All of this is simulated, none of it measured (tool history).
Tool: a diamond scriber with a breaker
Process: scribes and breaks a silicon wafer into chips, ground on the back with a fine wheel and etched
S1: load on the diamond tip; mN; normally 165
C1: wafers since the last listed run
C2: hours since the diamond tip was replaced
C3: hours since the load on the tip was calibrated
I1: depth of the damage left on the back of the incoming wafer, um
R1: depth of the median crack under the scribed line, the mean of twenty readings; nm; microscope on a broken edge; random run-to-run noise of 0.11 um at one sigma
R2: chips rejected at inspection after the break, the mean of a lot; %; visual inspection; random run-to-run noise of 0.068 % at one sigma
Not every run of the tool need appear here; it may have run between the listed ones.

run    hour   S1   C1      C2      C3    I1     R1    R2
  1       0  165    0   770.6   353.8  0.62   8890  2.02
  2    71.1  165  215   841.7   424.9  0.65   8880  2.02
  3     111  152  120   881.6   464.8   0.6   8570  2.27
  4   151.8  152  123   922.4   505.6  0.47   8500  2.12
  5   197.1  152  137   967.7   550.9  0.66   8450  2.22
  6   241.2  165  133  1011.8     595   0.7   9010  1.99
  7   307.4  165  200    1078   661.2  0.66   8890  2.03
      346.4  -- diamond tip replaced by a new one
  8   353.2  165  132     6.8     707  0.34   8970  1.91
  9   415.9  200  189    69.5   769.7  0.47   9830  3.64
 10   581.4  200  501     235   935.2   0.3   9770  3.13
 11   618.7  200  112   272.3   972.5  0.74   9740  3.52
 12   763.3  165  437   416.9  1117.1  0.49   8880  2.01
 13   796.3  165   99   449.9  1150.1  0.45   8780  1.94
 14   864.9  165  207   518.5  1218.7  0.34   8960  2.01
      869.7  -- load on the tip recalibrated
 15   917.4  165  152     571    47.7  0.77   8790  1.98
 16   976.9  165  180   630.5   107.2  0.79   8960  1.98
 17    1038  165  185   691.6   168.3  0.61   8840  2.04
 18  1062.5  165   74   716.1   192.8  0.32   8960  1.86
 19  1110.3  214  144   763.9   240.6  0.64   9950   4.6
 20  1166.9  130  171   820.5   297.2   0.3   7900  3.97
 21  1308.2  192  427   961.8   438.5  0.77   9480  2.92
 22  1372.6  147  195  1026.2   502.9  0.58   8340  2.55
 23  1430.9  127  176  1084.5   561.2  0.68   7990  4.31
 24  1492.1  136  185  1145.7   622.4  0.67   8160  3.38
     1497.8  -- diamond tip replaced by a new one
 25  1517.4  165   70    19.6   647.7  0.61   9150  2.03
 26  1565.4  165  145    67.6   695.7  0.67   9150  1.91
 27  1615.3  165  151   117.5   745.6  0.52   9010  1.93
 28  1675.2  137  181   177.4   805.5  0.62   8140  3.19
 29  1718.8  129  132     221   849.1  0.76   8100  4.11
 30  1908.4  189  574   410.6  1038.7  0.39   9570  2.67
 31  1946.3  211  114   448.5  1076.6  0.59  10110   4.3
 32  1988.4  178  127   490.6  1118.7  0.52   9160  2.23
     2034.3  -- load on the tip recalibrated
 33  2039.2  165  147   541.4     4.9  0.47   8990  1.97
 34  2108.7  165  210   610.9    74.4  0.39   8870  2.02
 35  2173.3  119  195   675.5     139  0.56   7530  5.31
 36  2215.9  132  129   718.1   181.6  0.36   8040  3.67
 37  2246.2  151   91   748.4   211.9   0.6   8520  2.32

Describe how what the log doesn't record of the tool's condition differs between the last listed run preceding each entry between runs and the first listed run following it.
After run 7, before run 8: diamond tip replaced by a new one (hour 346.4)
  both runs share identical hidden conditions
After run 14, before run 15: load on the tip recalibrated (hour 869.7)
  both runs share identical hidden conditions
After run 24, before run 25: diamond tip replaced by a new one (hour 1497.8)
  both runs share identical hidden conditions
After run 32, before run 33: load on the tip recalibrated (hour 2034.3)
  both runs share identical hidden conditions

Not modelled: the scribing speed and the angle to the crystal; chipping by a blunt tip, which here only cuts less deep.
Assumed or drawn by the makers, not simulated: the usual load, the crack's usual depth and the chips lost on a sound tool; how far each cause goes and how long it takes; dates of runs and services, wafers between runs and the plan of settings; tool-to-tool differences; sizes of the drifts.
